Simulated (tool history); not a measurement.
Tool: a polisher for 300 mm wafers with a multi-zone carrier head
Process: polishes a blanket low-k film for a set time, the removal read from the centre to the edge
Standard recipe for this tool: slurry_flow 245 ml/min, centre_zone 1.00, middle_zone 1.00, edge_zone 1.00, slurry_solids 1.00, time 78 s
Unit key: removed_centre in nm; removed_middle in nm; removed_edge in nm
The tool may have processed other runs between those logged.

run,hour,slurry_flow,centre_zone,middle_zone,edge_zone,slurry_solids,time,"incoming thickness of the incoming film, nm",removed_centre,removed_middle,removed_edge
1,0.0,270,1.00,1.00,0.95,1.00,78,707.8,33.6,34.3,32.5
# hour 44.5: worn pad replaced by a new one
2,49.9,245,1.00,0.93,1.00,1.00,78,706.4,32.5,31.4,33.3
# hour 51.7: slurry nozzle cleaned
# hour 54.5: edge zone pressure recalibrated
3,64.3,245,1.00,0.93,1.00,1.00,78,715.6,29.0,29.2,30.6
# hour 73.5: centre zone pressure recalibrated
4,74.2,245,1.00,0.93,1.00,1.00,78,719.2,29.0,28.7,30.5
5,90.8,295,1.00,1.00,1.00,0.75,78,721.7,25.4,26.3,27.1
6,100.8,220,1.00,1.00,1.00,1.00,78,726.4,27.8,29.5,29.9
7,109.8,195,0.96,1.00,1.00,0.75,60,717.0,16.4,17.9,18.6
# hour 114.9: carrier head's membrane replaced by a new one
8,118.8,245,1.00,1.00,1.00,1.00,78,723.0,29.5,30.6,30.8
# hour 120.3: slurry nozzle cleaned, repeated, since the last time left the tool worse
9,135.3,245,1.00,1.00,1.00,1.00,93,723.8,41.7,42.3,41.4
10,146.3,290,1.00,0.95,0.90,1.10,78,732.6,37.0,36.7,35.3
11,159.4,245,1.00,1.00,1.00,1.00,78,706.1,34.2,35.4,34.3
# hour 163.8: worn pad replaced by a new one
12,174.9,245,1.00,1.00,1.00,1.00,78,721.1,34.2,35.5,34.8
13,209.2,315,1.00,1.00,0.91,1.00,88,715.1,40.7,41.3,37.2
14,219.7,245,0.95,1.00,1.00,0.80,78,711.9,28.7,31.1,29.4
15,237.2,245,0.88,1.00,1.00,0.75,71,724.3,23.0,26.7,26.1
16,249.2,195,0.95,1.00,1.05,0.80,78,726.2,27.7,29.6,29.9
17,263.9,245,1.00,1.00,1.00,1.00,64,726.6,27.8,29.3,28.3
# hour 280.1: worn pad replaced by a new one
18,280.6,245,0.89,1.00,1.00,1.00,78,724.7,30.8,35.1,34.4
19,287.6,245,1.00,1.00,1.00,0.90,78,714.6,32.2,33.2,32.7
20,303.1,245,1.00,1.00,1.00,1.00,78,716.1,34.8,35.1,34.1
21,320.5,245,1.05,1.00,1.00,1.00,78,706.5,36.7,35.2,34.1

For some of the steps in removed_centre from one run to the next: how much would appear even if the tool had no hidden state, given the settings, what came in and random variation, and how much remains for the hidden state plus any gauge scatter that the measured result and the result without hidden state don't share?
What the log doesn't record here: removal rate lost through wear of the pad, %; slurry flow missing at the pad, %; deviation of the centre zone's pressure from its setpoint, %; deviation of the edge zone's pressure from its setpoint, %.
Run 2 -> 3: slurry nozzle cleaned, edge zone pressure recalibrated. removed_centre -3.5 nm: hidden state -3.2, all else -0.3.
Run 7 -> 8: slurry_flow 195 -> 245, centre_zone 0.96 -> 1.00, slurry_solids 0.75 -> 1.00, time 60 -> 78, carrier head's membrane replaced by a new one. removed_centre +13.1 nm: hidden state -1.5, all else +14.6.
Run 8 -> 9: time 78 -> 93, slurry nozzle cleaned, repeated, since the last time left the tool worse. removed_centre +12.2 nm: hidden state +5.5, all else +6.7.

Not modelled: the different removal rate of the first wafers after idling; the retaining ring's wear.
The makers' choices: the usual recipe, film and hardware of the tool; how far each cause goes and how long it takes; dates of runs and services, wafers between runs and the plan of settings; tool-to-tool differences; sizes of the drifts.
